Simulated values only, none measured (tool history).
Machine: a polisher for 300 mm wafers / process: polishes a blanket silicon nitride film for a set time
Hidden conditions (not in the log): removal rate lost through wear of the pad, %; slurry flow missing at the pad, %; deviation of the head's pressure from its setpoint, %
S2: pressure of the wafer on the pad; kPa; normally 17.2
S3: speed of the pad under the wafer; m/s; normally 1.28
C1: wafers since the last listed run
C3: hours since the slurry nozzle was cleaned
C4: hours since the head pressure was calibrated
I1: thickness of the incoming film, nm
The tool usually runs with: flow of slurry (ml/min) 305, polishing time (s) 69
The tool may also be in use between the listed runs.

run 1 hour=0.0 | flow_of_slurry_(ml/min)=305 S2=17.2 S3=1.28 polishing_time_(s)=69 | C1=0 wafers_polished_on_this_pad=795 C3=36.7 C4=329.7 | I1=477.1 | film_removed_(angstrom)=1208
run 2 hour=31.9 | flow_of_slurry_(ml/min)=305 S2=17.2 S3=1.28 polishing_time_(s)=69 | C1=222 wafers_polished_on_this_pad=1017 C3=68.6 C4=361.6 | I1=469.8 | film_removed_(angstrom)=1183
run 3 hour=45.2 | flow_of_slurry_(ml/min)=305 S2=17.2 S3=1.28 polishing_time_(s)=69 | C1=92 wafers_polished_on_this_pad=1110 C3=81.9 C4=374.9 | I1=473.5 | film_removed_(angstrom)=1144
-- hour=47.7 head pressure recalibrated
run 4 hour=65.5 | flow_of_slurry_(ml/min)=305 S2=17.2 S3=1.28 polishing_time_(s)=69 | C1=127 wafers_polished_on_this_pad=1237 C3=102.2 C4=17.8 | I1=468.0 | film_removed_(angstrom)=1151
run 5 hour=86.0 | flow_of_slurry_(ml/min)=305 S2=17.2 S3=1.28 polishing_time_(s)=69 | C1=142 wafers_polished_on_this_pad=1380 C3=122.7 C4=38.3 | I1=470.2 | film_removed_(angstrom)=1137
-- hour=96.8 worn pad replaced by a new one
run 6 hour=115.7 | flow_of_slurry_(ml/min)=305 S2=17.2 S3=1.28 polishing_time_(s)=69 | C1=179 wafers_polished_on_this_pad=131 C3=152.4 C4=68.0 | I1=473.6 | film_removed_(angstrom)=1193
run 7 hour=141.1 | flow_of_slurry_(ml/min)=305 S2=17.2 S3=1.28 polishing_time_(s)=69 | C1=177 wafers_polished_on_this_pad=308 C3=177.8 C4=93.4 | I1=477.3 | film_removed_(angstrom)=1199
run 8 hour=175.2 | flow_of_slurry_(ml/min)=305 S2=17.2 S3=1.28 polishing_time_(s)=69 | C1=237 wafers_polished_on_this_pad=546 C3=211.9 C4=127.5 | I1=472.0 | film_removed_(angstrom)=1224
run 9 hour=201.4 | flow_of_slurry_(ml/min)=305 S2=17.2 S3=1.28 polishing_time_(s)=69 | C1=182 wafers_polished_on_this_pad=729 C3=238.1 C4=153.7 | I1=476.1 | film_removed_(angstrom)=1185
run 10 hour=219.8 | flow_of_slurry_(ml/min)=305 S2=17.2 S3=1.28 polishing_time_(s)=69 | C1=128 wafers_polished_on_this_pad=857 C3=256.5 C4=172.1 | I1=480.1 | film_removed_(angstrom)=1173
run 11 hour=235.8 | flow_of_slurry_(ml/min)=305 S2=17.2 S3=1.28 polishing_time_(s)=69 | C1=111 wafers_polished_on_this_pad=968 C3=272.5 C4=188.1 | I1=466.9 | film_removed_(angstrom)=1191
-- hour=243.4 slurry nozzle cleaned
run 12 hour=255.2 | flow_of_slurry_(ml/min)=305 S2=17.2 S3=1.28 polishing_time_(s)=81 | C1=128 wafers_polished_on_this_pad=1097 C3=11.8 C4=207.5 | I1=474.4 | film_removed_(angstrom)=1330
run 13 hour=284.1 | flow_of_slurry_(ml/min)=305 S2=17.2 S3=1.28 polishing_time_(s)=81 | C1=201 wafers_polished_on_this_pad=1298 C3=40.7 C4=236.4 | I1=466.7 | film_removed_(angstrom)=1353
-- hour=297.1 worn pad replaced by a new one
run 14 hour=316.1 | flow_of_slurry_(ml/min)=305 S2=17.2 S3=1.28 polishing_time_(s)=69 | C1=195 wafers_polished_on_this_pad=132 C3=72.7 C4=268.4 | I1=469.8 | film_removed_(angstrom)=1097
run 15 hour=330.3 | flow_of_slurry_(ml/min)=305 S2=17.2 S3=1.28 polishing_time_(s)=69 | C1=98 wafers_polished_on_this_pad=231 C3=86.9 C4=282.6 | I1=469.2 | film_removed_(angstrom)=1075
run 16 hour=357.2 | flow_of_slurry_(ml/min)=305 S2=17.2 S3=1.28 polishing_time_(s)=69 | C1=187 wafers_polished_on_this_pad=418 C3=113.8 C4=309.5 | I1=460.9 | film_removed_(angstrom)=1097
-- hour=370.3 head pressure recalibrated
run 17 hour=387.1 | flow_of_slurry_(ml/min)=305 S2=13.8 S3=1.28 polishing_time_(s)=69 | C1=194 wafers_polished_on_this_pad=613 C3=143.7 C4=16.8 | I1=470.9 | film_removed_(angstrom)=871
run 18 hour=445.6 | flow_of_slurry_(ml/min)=225 S2=12.4 S3=0.90 polishing_time_(s)=50 | C1=407 wafers_polished_on_this_pad=1020 C3=202.2 C4=75.3 | I1=466.6 | film_removed_(angstrom)=458
-- hour=455.7 worn pad replaced by a new one, repeated, since the last time left the tool worse
run 19 hour=480.2 | flow_of_slurry_(ml/min)=305 S2=17.2 S3=1.00 polishing_time_(s)=88 | C1=213 wafers_polished_on_this_pad=170 C3=236.8 C4=109.9 | I1=466.4 | film_removed_(angstrom)=1403
-- hour=483.8 slurry nozzle cleaned
run 20 hour=509.8 | flow_of_slurry_(ml/min)=305 S2=17.2 S3=1.28 polishing_time_(s)=69 | C1=199 wafers_polished_on_this_pad=370 C3=26.0 C4=139.5 | I1=464.1 | film_removed_(angstrom)=1206
run 21 hour=543.3 | flow_of_slurry_(ml/min)=305 S2=17.2 S3=1.28 polishing_time_(s)=79 | C1=233 wafers_polished_on_this_pad=603 C3=59.5 C4=173.0 | I1=469.8 | film_removed_(angstrom)=1355
run 22 hour=577.1 | flow_of_slurry_(ml/min)=305 S2=11.7 S3=1.28 polishing_time_(s)=69 | C1=235 wafers_polished_on_this_pad=839 C3=93.3 C4=206.8 | I1=471.5 | film_removed_(angstrom)=836
run 23 hour=595.5 | flow_of_slurry_(ml/min)=370 S2=17.2 S3=1.28 polishing_time_(s)=48 | C1=128 wafers_polished_on_this_pad=967 C3=111.7 C4=225.2 | I1=470.8 | film_removed_(angstrom)=842
run 24 hour=613.4 | flow_of_slurry_(ml/min)=275 S2=22.8 S3=1.28 polishing_time_(s)=69 | C1=124 wafers_polished_on_this_pad=1092 C3=129.6 C4=243.1 | I1=474.3 | film_removed_(angstrom)=1525
run 25 hour=641.6 | flow_of_slurry_(ml/min)=305 S2=17.2 S3=1.28 polishing_time_(s)=52 | C1=196 wafers_polished_on_this_pad=1288 C3=157.8 C4=271.3 | I1=479.2 | film_removed_(angstrom)=878
-- hour=657.1 worn pad replaced by a new one
run 26 hour=675.9 | flow_of_slurry_(ml/min)=305 S2=17.2 S3=1.28 polishing_time_(s)=69 | C1=211 wafers_polished_on_this_pad=130 C3=192.1 C4=305.6 | I1=473.9 | film_removed_(angstrom)=1220
run 27 hour=693.4 | flow_of_slurry_(ml/min)=305 S2=17.2 S3=1.28 polishing_time_(s)=69 | C1=121 wafers_polished_on_this_pad=252 C3=209.6 C4=323.1 | I1=470.1 | film_removed_(angstrom)=1176
-- hour=754.6 head pressure recalibrated
run 28 hour=774.1 | flow_of_slurry_(ml/min)=200 S2=15.2 S3=1.10 polishing_time_(s)=93 | C1=548 wafers_polished_on_this_pad=801 C3=290.3 C4=19.5 | I1=469.8 | film_removed_(angstrom)=1269
-- hour=784.9 slurry nozzle cleaned
run 29 hour=809.5 | flow_of_slurry_(ml/min)=305 S2=22.1 S3=1.00 polishing_time_(s)=61 | C1=239 wafers_polished_on_this_pad=1041 C3=24.6 C4=54.9 | I1=462.3 | film_removed_(angstrom)=1190
run 30 hour=830.6 | flow_of_slurry_(ml/min)=305 S2=17.2 S3=1.28 polishing_time_(s)=69 | C1=147 wafers_polished_on_this_pad=1188 C3=45.7 C4=76.0 | I1=469.9 | film_removed_(angstrom)=1118
-- hour=835.1 worn pad replaced by a new one
run 31 hour=916.6 | flow_of_slurry_(ml/min)=305 S2=17.2 S3=1.28 polishing_time_(s)=69 | C1=571 wafers_polished_on_this_pad=567 C3=131.7 C4=162.0 | I1=466.4 | film_removed_(angstrom)=1179
run 32 hour=931.7 | flow_of_slurry_(ml/min)=385 S2=17.2 S3=1.28 polishing_time_(s)=69 | C1=105 wafers_polished_on_this_pad=672 C3=146.8 C4=177.1 | I1=470.4 | film_removed_(angstrom)=1201
run 33 hour=966.4 | flow_of_slurry_(ml/min)=305 S2=17.2 S3=1.28 polishing_time_(s)=81 | C1=241 wafers_polished_on_this_pad=914 C3=181.5 C4=211.8 | I1=472.3 | film_removed_(angstrom)=1392
run 34 hour=980.2 | flow_of_slurry_(ml/min)=375 S2=17.2 S3=1.54 polishing_time_(s)=69 | C1=96 wafers_polished_on_this_pad=1011 C3=195.3 C4=225.6 | I1=472.1 | film_removed_(angstrom)=1308
run 35 hour=1008.6 | flow_of_slurry_(ml/min)=385 S2=20.7 S3=1.28 polishing_time_(s)=85 | C1=197 wafers_polished_on_this_pad=1208 C3=223.7 C4=254.0 | I1=479.3 | film_removed_(angstrom)=1705

4 ways to go on from here, each from the tool as it stands after run 35. What would each give?
run A hour=1009.0 | flow_of_slurry_(ml/min)=305 S2=17.2 S3=1.28 polishing_time_(s)=69 | C1=2 wafers_polished_on_this_pad=1211 C3=224.1 C4=254.4 | I1=471.6 | film_removed_(angstrom)=?
run B hour=1009.0 | flow_of_slurry_(ml/min)=305 S2=20.7 S3=1.48 polishing_time_(s)=89 | C1=2 wafers_polished_on_this_pad=1211 C3=224.1 C4=254.4 | I1=471.6 | film_removed_(angstrom)=?
run C hour=1009.0 | flow_of_slurry_(ml/min)=365 S2=17.2 S3=1.28 polishing_time_(s)=69 | C1=2 wafers_polished_on_this_pad=1211 C3=224.1 C4=254.4 | I1=471.6 | film_removed_(angstrom)=?
run D hour=1009.0 | flow_of_slurry_(ml/min)=245 S2=15.9 S3=1.06 polishing_time_(s)=87 | C1=2 wafers_polished_on_this_pad=1211 C3=224.1 C4=254.4 | I1=471.6 | film_removed_(angstrom)=?

run=A film_removed_(angstrom)=1181
run=B film_removed_(angstrom)=1964
run=C film_removed_(angstrom)=1192
run=D film_removed_(angstrom)=1241
Had the tool no hidden state, the same runs would have come out as:
run=A film_removed_(angstrom)=1246
run=B film_removed_(angstrom)=2072
run=C film_removed_(angstrom)=1258
run=D film_removed_(angstrom)=1309

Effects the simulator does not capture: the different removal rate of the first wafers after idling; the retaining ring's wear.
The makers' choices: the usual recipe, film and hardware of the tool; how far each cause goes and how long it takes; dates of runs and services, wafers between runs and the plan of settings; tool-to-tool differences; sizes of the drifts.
